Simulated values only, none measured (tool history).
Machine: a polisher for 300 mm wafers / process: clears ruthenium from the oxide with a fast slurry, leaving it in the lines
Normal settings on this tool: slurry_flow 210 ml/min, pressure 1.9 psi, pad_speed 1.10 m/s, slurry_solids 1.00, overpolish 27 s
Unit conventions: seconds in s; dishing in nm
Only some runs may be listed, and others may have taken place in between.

run    day  slurry_flow  pressure  pad_speed  slurry_solids  overpolish  wafers since the last listed run  wafers polished on this pad  hours since the slurry nozzle was cleaned  hours since the head pressure was calibrated  hours since the slurry blender was calibrated  incoming thickness of the incoming film, nm  seconds  dishing
  1  0.000          210       1.9       1.10           1.00          27                                 0                           72                                      148.3                                         356.3                                           54.0                                        220.0     73.5     71.8
  2  0.675          210       1.9       1.10           1.00          27                               142                          214                                      164.5                                         372.5                                           70.2                                        218.0     73.2     71.5
  3  1.138          210       1.9       1.10           1.00          27                                97                          312                                      175.6                                         383.6                                           81.3                                        219.0     73.2     70.6
  4  1.512          175       1.9       1.10           1.00          27                                79                          391                                      184.6                                         392.6                                           90.3                                        219.1     75.6     70.2
  5  2.025          175       1.9       1.10           1.00          27                               108                          499                                      196.9                                         404.9                                          102.6                                        218.2     75.7     68.7
  6  2.471          210       1.9       1.10           1.00          27                                93                          593                                      207.6                                         415.6                                          113.3                                        218.8     73.3     72.5
     3.375  -- slurry nozzle cleaned
     3.925  -- slurry blender recalibrated
     4.229  -- worn pad replaced by a new one
  7  4.467          210       1.9       1.10           1.00          27                               359                           50                                       26.2                                         463.5                                           13.0                                        223.6     75.6     71.5
  8  4.925          210       1.9       1.10           1.00          27                                96                          146                                       37.2                                         474.5                                           24.0                                        218.9     73.8     70.9
  9  5.192          210       1.9       1.10           1.00          27                                56                          203                                       43.6                                         480.9                                           30.4                                        215.8     72.1     71.5
 10  5.471          210       1.9       1.10           1.00          27                                58                          261                                       50.3                                         487.6                                           37.1                                        218.1     72.2     72.0
 11  5.867          210       2.6       0.78           0.80          35                                83                          345                                       59.8                                         497.1                                           46.6                                        222.9     84.6     81.4
 12  6.275          210       1.9       1.10           1.00          27                                86                          431                                       69.6                                         506.9                                           56.4                                        215.6     72.1     75.1
 13  6.612          265       2.6       1.10           1.00          27                                71                          502                                       77.7                                         515.0                                           64.5                                        224.5     53.6     94.1
 14  6.946          145       1.3       1.10           1.00          17                                70                          572                                       85.7                                         523.0                                           72.5                                        220.0    115.5     32.3
     7.262  -- head pressure recalibrated
 15  7.675          210       1.9       1.10           1.00          27                               136                          708                                      103.2                                           9.9                                           90.0                                        220.0     65.0     78.3
 16  8.262          190       1.9       1.20           1.00          15                               123                          832                                      117.3                                          24.0                                          104.1                                        220.5     61.9     53.2
 17  8.596          210       2.3       1.00           1.20          43                                70                          903                                      125.3                                          32.0                                          112.1                                        221.2     55.9    126.2
 18  8.892          210       1.9       1.10           1.00          27                                62                          965                                      132.4                                          39.1                                          119.2                                        218.1     65.3     78.6
     9.279  -- slurry blender recalibrated
 19  9.579          165       1.9       0.84           1.00          27                               127                         1092                                      148.9                                          55.6                                            7.2                                        218.9     90.3     59.8
 20  9.862          210       1.9       1.10           1.00          27                                59                         1152                                      155.7                                          62.4                                           14.0                                        219.0     67.5     74.2

What the log doesn't show, run by run:
removal rate lost through wear of the pad, %: 0 in every run
slurry flow missing at the pad, %: 0 in every run
abrasive missing from the slurry, %: 0 in every run
H1: deviation of the head's pressure from its setpoint, %
run      H1
  1   -11.1
  2   -11.2
  3   -11.3
  4   -11.3
  5   -11.4
  6   -11.5
  7   -11.7
  8   -11.8
  9   -11.8
 10   -11.8
 11   -11.8
 12   -11.9
 13   -11.9
 14   -11.9
 15  -0.511
 16   -1.54
 17   -2.08
 18   -2.53
 19   -3.52
 20    -3.9
